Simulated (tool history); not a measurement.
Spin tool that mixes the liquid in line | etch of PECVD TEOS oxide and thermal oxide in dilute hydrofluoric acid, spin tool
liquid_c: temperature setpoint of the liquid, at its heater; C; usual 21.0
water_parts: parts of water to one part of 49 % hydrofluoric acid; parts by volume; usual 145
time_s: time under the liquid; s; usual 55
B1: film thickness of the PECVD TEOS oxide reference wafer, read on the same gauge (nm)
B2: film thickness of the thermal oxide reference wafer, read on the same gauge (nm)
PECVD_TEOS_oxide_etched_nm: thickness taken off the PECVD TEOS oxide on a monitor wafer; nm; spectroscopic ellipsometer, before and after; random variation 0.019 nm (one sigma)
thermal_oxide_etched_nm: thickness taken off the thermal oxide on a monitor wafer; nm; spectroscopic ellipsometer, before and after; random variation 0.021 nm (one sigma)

Run 1, hour 0.0: usual settings but liquid_c 22.0 C; B1 79.990; B2 150.017. Result: PECVD_TEOS_oxide_etched_nm 3.626 nm, thermal_oxide_etched_nm 1.340 nm.
Run 2, hour 12.3: usual settings; B1 80.030; B2 150.034. Result: PECVD_TEOS_oxide_etched_nm 3.515 nm, thermal_oxide_etched_nm 1.306 nm.
Run 3, hour 22.3: usual settings; B1 80.031; B2 150.000. Result: PECVD_TEOS_oxide_etched_nm 3.497 nm, thermal_oxide_etched_nm 1.298 nm.
Run 4, hour 33.1: usual settings; B1 79.996; B2 149.947. Result: PECVD_TEOS_oxide_etched_nm 3.469 nm, thermal_oxide_etched_nm 1.308 nm.
Run 5, hour 68.9: usual settings; B1 80.000; B2 150.019. Result: PECVD_TEOS_oxide_etched_nm 3.489 nm, thermal_oxide_etched_nm 1.288 nm.
Run 6, hour 77.5: usual settings but time_s 45 s; B1 79.995; B2 150.003. Result: PECVD_TEOS_oxide_etched_nm 2.835 nm, thermal_oxide_etched_nm 1.077 nm.
Run 7, hour 90.6: usual settings; B1 80.000; B2 150.048. Result: PECVD_TEOS_oxide_etched_nm 3.469 nm, thermal_oxide_etched_nm 1.284 nm.
Run 8, hour 101.0: usual settings; B1 80.028; B2 149.953. Result: PECVD_TEOS_oxide_etched_nm 3.472 nm, thermal_oxide_etched_nm 1.272 nm.
Run 9, hour 118.8: usual settings; B1 79.962; B2 150.037. Result: PECVD_TEOS_oxide_etched_nm 3.480 nm, thermal_oxide_etched_nm 1.312 nm.
At hour 127.3: hydrofluoric acid flow meter replaced.
At hour 128.2: gauge calibrated.
Run 10, hour 133.4: usual settings; B1 80.031; B2 149.984. Result: PECVD_TEOS_oxide_etched_nm 3.985 nm, thermal_oxide_etched_nm 1.488 nm.
Run 11, hour 156.7: usual settings but liquid_c 19.5 C, water_parts 180 parts by volume, time_s 75 s; B1 79.995; B2 150.011. Result: PECVD_TEOS_oxide_etched_nm 3.975 nm, thermal_oxide_etched_nm 1.476 nm.
Run 12, hour 173.3: usual settings but liquid_c 26.0 C, water_parts 205 parts by volume, time_s 80 s; B1 80.010; B2 150.021. Result: PECVD_TEOS_oxide_etched_nm 4.639 nm, thermal_oxide_etched_nm 1.701 nm.
At hour 188.2: thermometer replaced.
Run 13, hour 218.4: usual settings; B1 79.970; B2 150.045. Result: PECVD_TEOS_oxide_etched_nm 3.976 nm, thermal_oxide_etched_nm 1.463 nm.
Run 14, hour 232.1: usual settings but water_parts 175 parts by volume; B1 79.991; B2 150.063. Result: PECVD_TEOS_oxide_etched_nm 3.177 nm, thermal_oxide_etched_nm 1.175 nm.
Run 15, hour 248.7: usual settings but liquid_c 18.5 C; B1 79.938; B2 150.009. Result: PECVD_TEOS_oxide_etched_nm 3.611 nm, thermal_oxide_etched_nm 1.347 nm.
Run 16, hour 255.1: usual settings but water_parts 210 parts by volume, time_s 25 s; B1 79.976; B2 149.961. Result: PECVD_TEOS_oxide_etched_nm 1.169 nm, thermal_oxide_etched_nm 0.429 nm.
Run 17, hour 268.0: usual settings but time_s 85 s; B1 80.043; B2 150.026. Result: PECVD_TEOS_oxide_etched_nm 6.089 nm, thermal_oxide_etched_nm 2.223 nm.
Run 18, hour 281.2: usual settings; B1 80.008; B2 149.994. Result: PECVD_TEOS_oxide_etched_nm 3.961 nm, thermal_oxide_etched_nm 1.470 nm.
At hour 286.2: gauge calibrated.
Run 19, hour 296.1: usual settings but water_parts 215 parts by volume, time_s 80 s; B1 80.007; B2 149.993. Result: PECVD_TEOS_oxide_etched_nm 3.602 nm, thermal_oxide_etched_nm 1.286 nm.

3 ways to go on from here, each from the tool as it stands after run 19. What would each give?
Run A, hour 296.5: usual settings but water_parts 185 parts by volume; B1 ?; B2 ?. Result: PECVD_TEOS_oxide_etched_nm ?, thermal_oxide_etched_nm ?.
Run B, hour 296.5: usual settings but liquid_c 22.5 C; B1 ?; B2 ?. Result: PECVD_TEOS_oxide_etched_nm ?, thermal_oxide_etched_nm ?.
Run C, hour 296.5: usual settings but water_parts 80 parts by volume; B1 ?; B2 ?. Result: PECVD_TEOS_oxide_etched_nm ?, thermal_oxide_etched_nm ?.

run      B1       B2  PECVD_TEOS_oxide_etched_nm  thermal_oxide_etched_nm
  A  80.036  150.002                       2.976                    1.083
  B  80.036  150.002                       4.201                    1.529
  C  80.036  150.002                       7.731                    2.815
Without the tool's hidden state the same runs would have given:
run  PECVD_TEOS_oxide_etched_nm  thermal_oxide_etched_nm
  A                       3.036                    1.105
  B                       4.284                    1.560
  C                       7.875                    2.867

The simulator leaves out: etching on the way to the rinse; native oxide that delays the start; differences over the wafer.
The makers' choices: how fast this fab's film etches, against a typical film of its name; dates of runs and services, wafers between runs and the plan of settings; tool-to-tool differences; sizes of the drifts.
